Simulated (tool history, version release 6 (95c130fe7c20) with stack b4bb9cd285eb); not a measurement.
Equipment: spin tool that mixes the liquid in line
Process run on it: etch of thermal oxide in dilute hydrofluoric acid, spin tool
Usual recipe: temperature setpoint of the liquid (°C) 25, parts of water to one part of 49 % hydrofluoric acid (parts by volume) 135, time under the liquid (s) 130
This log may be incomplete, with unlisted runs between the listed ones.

| run | hour | temperature setpoint of the liquid (°C) | parts of water to one part of 49 % hydrofluoric acid (parts by volume) | time under the liquid (s) | wafers since the last listed run | hours since the thermometer was replaced | hours since the hydrofluoric acid flow meter was replaced | hours since the gauge calibration | read-back film thickness of the thermal oxide reference wafer, read on the same gauge (nm) | thickness taken off the thermal oxide on a monitor wafer (angstrom) |
|---|---|---|---|---|---|---|---|---|---|---|
| 1 | 0 | 28 | 135 | 80 | 0 | 70.9 | 1692.6 | 484.3 | 110.014 | 37.98 |
| 2 | 22.8 | 25 | 135 | 130 | 185 | 93.7 | 1715.4 | 507.1 | 109.998 | 55.51 |
| 3 | 49.9 | 25 | 135 | 130 | 220 | 120.8 | 1742.5 | 534.2 | 110.024 | 55.22 |
| 4 | 71.2 | 25 | 135 | 130 | 173 | 142.1 | 1763.8 | 555.5 | 109.997 | 55.33 |
| 5 | 94.3 | 25 | 135 | 130 | 188 | 165.2 | 1786.9 | 578.6 | 110.026 | 55.16 |
| 6 | 127.9 | 25 | 135 | 130 | 273 | 198.8 | 1820.5 | 612.2 | 109.974 | 54.98 |
| 7 | 152.5 | 25 | 135 | 130 | 200 | 223.4 | 1845.1 | 636.8 | 109.984 | 55.1 |
| 8 | 176.8 | 25 | 135 | 130 | 198 | 247.7 | 1869.4 | 661.1 | 110.005 | 54.82 |
| 9 | 201.5 | 25 | 135 | 130 | 201 | 272.4 | 1894.1 | 685.8 | 110.023 | 54.99 |
| 10 | 216.1 | 27.5 | 135 | 130 | 118 | 287 | 1908.7 | 700.4 | 110.012 | 60.62 |
| 11 | 238.1 | 27.5 | 135 | 130 | 179 | 309 | 1930.7 | 722.4 | 109.967 | 60.5 |
| 12 | 251.3 | 27.5 | 135 | 130 | 107 | 322.2 | 1943.9 | 735.6 | 109.988 | 60.64 |
| 13 | 280.1 | 25 | 135 | 130 | 234 | 351 | 1972.7 | 764.4 | 110.005 | 54.72 |
|  | 280.8 | gauge calibrated |
| 14 | 306.9 | 25 | 135 | 130 | 218 | 377.8 | 1999.5 | 26.1 | 109.993 | 54.74 |
| 15 | 335.9 | 28 | 135 | 80 | 236 | 406.8 | 2028.5 | 55.1 | 109.985 | 37.8 |
| 16 | 369.9 | 21 | 100 | 110 | 277 | 440.8 | 2062.5 | 89.1 | 109.983 | 55.16 |
| 17 | 390.4 | 25 | 135 | 130 | 167 | 461.3 | 2083 | 109.6 | 109.978 | 54.85 |
| 18 | 415 | 23.5 | 135 | 130 | 200 | 485.9 | 2107.6 | 134.2 | 109.986 | 50.95 |

Predict the results of run 19:
|  | 429.7 | hydrofluoric acid flow meter replaced |
| 19 | 459.3 | 22 | 95 | 110 | 352 | 530.2 | 29.6 | 178.5 | ? | ? |

read-back film thickness of the thermal oxide reference wafer, read on the same gauge (nm): 109.968
thickness taken off the thermal oxide on a monitor wafer (angstrom): 56.33
With no hidden state in the tool, this same run would have given thickness taken off the thermal oxide on a monitor wafer (angstrom) 58.34.
